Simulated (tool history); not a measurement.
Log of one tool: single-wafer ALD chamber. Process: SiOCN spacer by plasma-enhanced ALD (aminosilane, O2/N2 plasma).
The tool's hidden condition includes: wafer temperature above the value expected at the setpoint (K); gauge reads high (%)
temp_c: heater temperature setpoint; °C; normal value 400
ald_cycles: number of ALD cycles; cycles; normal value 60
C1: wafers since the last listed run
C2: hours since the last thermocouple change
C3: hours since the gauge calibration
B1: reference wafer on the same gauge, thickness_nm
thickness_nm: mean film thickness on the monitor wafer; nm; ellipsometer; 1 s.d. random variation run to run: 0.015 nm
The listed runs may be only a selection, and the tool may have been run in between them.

Run 1, hour 0.0: usual settings but ald_cycles 55 cycles; C1 0; C2 19.0; C3 1590.6; B1 3.172. Result: thickness_nm 3.407 nm.
Run 2, hour 54.6: usual settings but ald_cycles 55 cycles; C1 187; C2 73.6; C3 1645.2; B1 3.172. Result: thickness_nm 3.377 nm.
Run 3, hour 121.2: usual settings but ald_cycles 55 cycles; C1 228; C2 140.2; C3 1711.8; B1 3.169. Result: thickness_nm 3.395 nm.
Run 4, hour 172.9: usual settings but ald_cycles 65 cycles; C1 177; C2 191.9; C3 1763.5; B1 3.170. Result: thickness_nm 3.998 nm.
Run 5, hour 213.0: usual settings but ald_cycles 65 cycles; C1 137; C2 232.0; C3 1803.6; B1 3.171. Result: thickness_nm 3.981 nm.
Run 6, hour 278.9: usual settings but temp_c 395 °C; C1 225; C2 297.9; C3 1869.5; B1 3.171. Result: thickness_nm 3.694 nm.
Run 7, hour 381.9: usual settings but temp_c 395 °C; C1 353; C2 400.9; C3 1972.5; B1 3.169. Result: thickness_nm 3.668 nm.
Run 8, hour 431.1: usual settings; C1 168; C2 450.1; C3 2021.7; B1 3.168. Result: thickness_nm 3.707 nm.
Run 9, hour 482.2: usual settings; C1 175; C2 501.2; C3 2072.8; B1 3.172. Result: thickness_nm 3.702 nm.
Run 10, hour 525.2: usual settings but ald_cycles 63 cycles; C1 147; C2 544.2; C3 2115.8; B1 3.171. Result: thickness_nm 3.867 nm.
Run 11, hour 577.7: usual settings but ald_cycles 66 cycles; C1 179; C2 596.7; C3 2168.3; B1 3.170. Result: thickness_nm 4.048 nm.
Run 12, hour 681.9: usual settings but ald_cycles 66 cycles; C1 357; C2 700.9; C3 2272.5; B1 3.172. Result: thickness_nm 4.080 nm.
At hour 684.7: gauge calibrated.
Run 13, hour 749.4: usual settings but ald_cycles 55 cycles; C1 231; C2 768.4; C3 64.7; B1 3.168. Result: thickness_nm 3.365 nm.
Run 14, hour 789.1: usual settings but ald_cycles 68 cycles; C1 136; C2 808.1; C3 104.4; B1 3.170. Result: thickness_nm 4.172 nm.
Run 15, hour 883.3: usual settings but temp_c 407 °C, ald_cycles 56 cycles; C1 322; C2 902.3; C3 198.6; B1 3.171. Result: thickness_nm 3.353 nm.

Forecast run 16:
Run 16, hour 925.9: usual settings but temp_c 390 °C, ald_cycles 66 cycles; C1 146; C2 944.9; C3 241.2; B1 ?. Result: thickness_nm ?.

{"run 16": {"B1": 3.167, "thickness_nm": 4.052}}
On a tool with no hidden condition, and with the same random variation, this run would have come out at thickness_nm 4.052 nm.
